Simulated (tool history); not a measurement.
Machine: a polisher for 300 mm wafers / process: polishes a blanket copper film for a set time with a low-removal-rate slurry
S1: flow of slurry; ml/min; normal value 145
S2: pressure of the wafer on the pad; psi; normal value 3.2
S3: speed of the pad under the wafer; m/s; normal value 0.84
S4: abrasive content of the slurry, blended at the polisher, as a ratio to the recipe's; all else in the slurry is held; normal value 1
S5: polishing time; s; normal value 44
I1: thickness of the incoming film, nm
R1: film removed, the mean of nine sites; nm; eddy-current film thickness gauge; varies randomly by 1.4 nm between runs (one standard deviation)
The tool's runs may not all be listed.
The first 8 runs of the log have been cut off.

run,hour,S1,S2,S3,S4,S5,I1,R1
# hour 186: slurry nozzle cleaned
9,193.4,145,3.2,0.84,1,44,1229.9,134.1
# hour 196.4: head pressure recalibrated
10,207.3,145,3.2,0.84,1,40,1215.2,122.4
11,302.3,145,4.2,0.84,1,44,1228.5,171.5
12,327,145,3.2,0.7,1,44,1241.9,110
13,356.4,145,2.2,0.84,1,51,1234.9,104.7
# hour 383: worn pad replaced by a new one
14,389.5,110,3.2,0.84,1.2,44,1214.8,127.5
15,410.5,145,3.2,0.72,1.15,44,1232.7,111.1
16,442.9,120,3.2,0.6,0.9,48,1198.8,92.8
17,455.9,145,4,0.84,1,44,1203.9,157.9
18,487.2,115,3.2,0.84,1,53,1229.7,143.6
19,512.6,175,4.1,0.84,1,44,1242.4,162.4
# hour 521: slurry blender recalibrated
20,532.3,145,2.9,1.08,0.75,58,1228.1,195.2
21,566.8,115,2.8,0.92,1,44,1230.2,120.3
# hour 577.2: worn pad replaced by a new one
22,597.5,145,3.2,0.84,1,44,1204.3,129.9
23,622.8,145,3.2,0.84,1,44,1217.4,129.5
24,647,145,3.9,0.84,1,44,1219.2,156.4
25,663.6,110,3.2,0.84,1.2,44,1229.9,124.7
26,682.2,145,3.2,0.84,1,44,1220,127.1
27,708.3,145,3.2,0.94,1.3,44,1223.4,148
28,721,145,3.2,0.84,1.15,49,1203.8,145.2
29,736.2,165,3.2,1.04,1,44,1206.8,158
30,764.1,145,3.2,0.84,1,44,1217.7,128.5

Below are 4 alternative next runs, each starting from the tool's condition after run 30. Predict each:
A,764.5,145,3.2,0.84,0.85,44,1230.4,?
B,764.5,145,3.5,0.84,1,49,1230.4,?
C,764.5,145,3.2,0.84,1.25,44,1230.4,?
D,764.5,145,2.8,1.08,1,44,1230.4,?

run,R1
A,122.5
B,153.8
C,131.8
D,142
Without the tool's unlogged condition, the same runs would have read:
run,R1
A,136.2
B,171
C,146.7
D,158
